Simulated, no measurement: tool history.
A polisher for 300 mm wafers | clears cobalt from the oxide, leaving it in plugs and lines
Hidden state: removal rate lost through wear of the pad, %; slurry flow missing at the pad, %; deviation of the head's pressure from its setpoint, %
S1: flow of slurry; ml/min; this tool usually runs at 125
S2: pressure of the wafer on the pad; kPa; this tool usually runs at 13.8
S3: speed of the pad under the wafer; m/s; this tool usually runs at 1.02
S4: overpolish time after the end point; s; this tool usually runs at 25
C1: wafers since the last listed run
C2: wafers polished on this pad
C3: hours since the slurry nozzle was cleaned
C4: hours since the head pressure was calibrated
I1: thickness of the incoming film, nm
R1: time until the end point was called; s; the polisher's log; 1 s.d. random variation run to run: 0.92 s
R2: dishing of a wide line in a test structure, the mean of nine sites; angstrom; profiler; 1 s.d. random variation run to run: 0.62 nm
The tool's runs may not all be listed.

run 1 hour=0 | S1=125 S2=13.8 S3=1.02 S4=25 | C1=0 C2=1764 C3=219.2 C4=465 | I1=358 | R1=75.5 R2=454
-- hour=3.6 worn pad replaced by a new one
run 2 hour=35.8 | S1=125 S2=13.8 S3=1.02 S4=25 | C1=419 C2=419 C3=255 C4=500.8 | I1=359.1 | R1=69.8 R2=458
run 3 hour=71.7 | S1=125 S2=13.8 S3=1.02 S4=25 | C1=468 C2=887 C3=290.9 C4=536.7 | I1=358.9 | R1=71.5 R2=461
run 4 hour=97.3 | S1=125 S2=13.8 S3=1.02 S4=25 | C1=333 C2=1221 C3=316.5 C4=562.3 | I1=353.8 | R1=70.8 R2=467
run 5 hour=121.5 | S1=125 S2=13.8 S3=1.02 S4=25 | C1=315 C2=1537 C3=340.7 C4=586.5 | I1=359.8 | R1=74.3 R2=457
-- hour=136.6 worn pad replaced by a new one
run 6 hour=137.1 | S1=125 S2=13.8 S3=1.02 S4=25 | C1=151 C2=6 C3=356.3 C4=602.1 | I1=355.3 | R1=67.2 R2=482
run 7 hour=155.2 | S1=125 S2=10.3 S3=1.02 S4=25 | C1=235 C2=242 C3=374.4 C4=620.2 | I1=351.4 | R1=87.1 R2=436
run 8 hour=183 | S1=125 S2=10.3 S3=1.02 S4=25 | C1=362 C2=604 C3=402.2 C4=648 | I1=352.2 | R1=89.5 R2=438
-- hour=195.6 slurry nozzle cleaned
run 9 hour=204.5 | S1=125 S2=10.3 S3=1.02 S4=25 | C1=267 C2=872 C3=8.9 C4=669.5 | I1=356.3 | R1=92.9 R2=446
run 10 hour=220.6 | S1=125 S2=13.8 S3=1.02 S4=25 | C1=209 C2=1081 C3=25 C4=685.6 | I1=356.6 | R1=68.7 R2=458
run 11 hour=239.6 | S1=125 S2=13.8 S3=1.02 S4=25 | C1=247 C2=1329 C3=44 C4=704.6 | I1=356.7 | R1=69 R2=465
-- hour=251.1 worn pad replaced by a new one
run 12 hour=267.9 | S1=125 S2=13.8 S3=1.02 S4=33 | C1=316 C2=219 C3=72.3 C4=732.9 | I1=357 | R1=65.9 R2=487
run 13 hour=287.2 | S1=125 S2=13.8 S3=1.02 S4=25 | C1=251 C2=470 C3=91.6 C4=752.2 | I1=353.4 | R1=66.5 R2=461
run 14 hour=315.9 | S1=125 S2=13.8 S3=1.02 S4=25 | C1=374 C2=844 C3=120.3 C4=780.9 | I1=362.4 | R1=68 R2=472
run 15 hour=335.3 | S1=105 S2=13.8 S3=0.84 S4=25 | C1=252 C2=1097 C3=139.7 C4=800.3 | I1=361.7 | R1=79.9 R2=453
run 16 hour=350.2 | S1=125 S2=13.8 S3=1.02 S4=25 | C1=194 C2=1291 C3=154.6 C4=815.2 | I1=354.8 | R1=67.8 R2=469
run 17 hour=368.4 | S1=125 S2=13.8 S3=1.3 S4=30 | C1=237 C2=1529 C3=172.8 C4=833.4 | I1=355.4 | R1=58.2 R2=488
-- hour=385.3 worn pad replaced by a new one
run 18 hour=401.8 | S1=125 S2=15.9 S3=0.84 S4=25 | C1=383 C2=215 C3=206.2 C4=866.8 | I1=360.2 | R1=64.1 R2=476
-- hour=405.9 head pressure recalibrated
run 19 hour=421.9 | S1=125 S2=13.8 S3=1.02 S4=25 | C1=235 C2=451 C3=226.3 C4=16 | I1=349.4 | R1=67.3 R2=470
run 20 hour=438.9 | S1=125 S2=13.8 S3=1.02 S4=11 | C1=221 C2=673 C3=243.3 C4=33 | I1=351.2 | R1=67.9 R2=348
run 21 hour=465.4 | S1=125 S2=13.8 S3=1.22 S4=13 | C1=345 C2=1018 C3=269.8 C4=59.5 | I1=355.7 | R1=63.9 R2=390
run 22 hour=487.4 | S1=125 S2=11 S3=0.74 S4=16 | C1=286 C2=1305 C3=291.8 C4=81.5 | I1=353.9 | R1=111.2 R2=334
run 23 hour=501.6 | S1=125 S2=17.9 S3=1.02 S4=25 | C1=185 C2=1490 C3=306 C4=95.7 | I1=361 | R1=58.7 R2=473
-- hour=529 worn pad replaced by a new one
run 24 hour=597.8 | S1=125 S2=16.5 S3=1.02 S4=25 | C1=1202 C2=897 C3=402.2 C4=191.9 | I1=356.3 | R1=58.9 R2=481
-- hour=613 slurry nozzle cleaned
run 25 hour=629.4 | S1=125 S2=13.8 S3=1.02 S4=25 | C1=398 C2=1296 C3=16.4 C4=223.5 | I1=359.7 | R1=72.5 R2=461

Here are 3 independent what-if runs from the current tool condition. What would each one return?
run A hour=629.8 | S1=125 S2=13.8 S3=1.02 S4=25 | C1=5 C2=1301 C3=16.8 C4=223.9 | I1=358 | R1=? R2=?
run B hour=629.8 | S1=125 S2=13.8 S3=1.02 S4=15 | C1=5 C2=1301 C3=16.8 C4=223.9 | I1=358 | R1=? R2=?
run C hour=629.8 | S1=125 S2=13.8 S3=1.32 S4=31 | C1=5 C2=1301 C3=16.8 C4=223.9 | I1=358 | R1=? R2=?

run=A R1=72.3 R2=461
run=B R1=72.3 R2=394
run=C R1=60.3 R2=486
With the hidden condition removed and each run's random variation left untouched, the same runs would have given:
run=A R1=68.6 R2=465
run=B R1=68.6 R2=402
run=C R1=57.3 R2=487
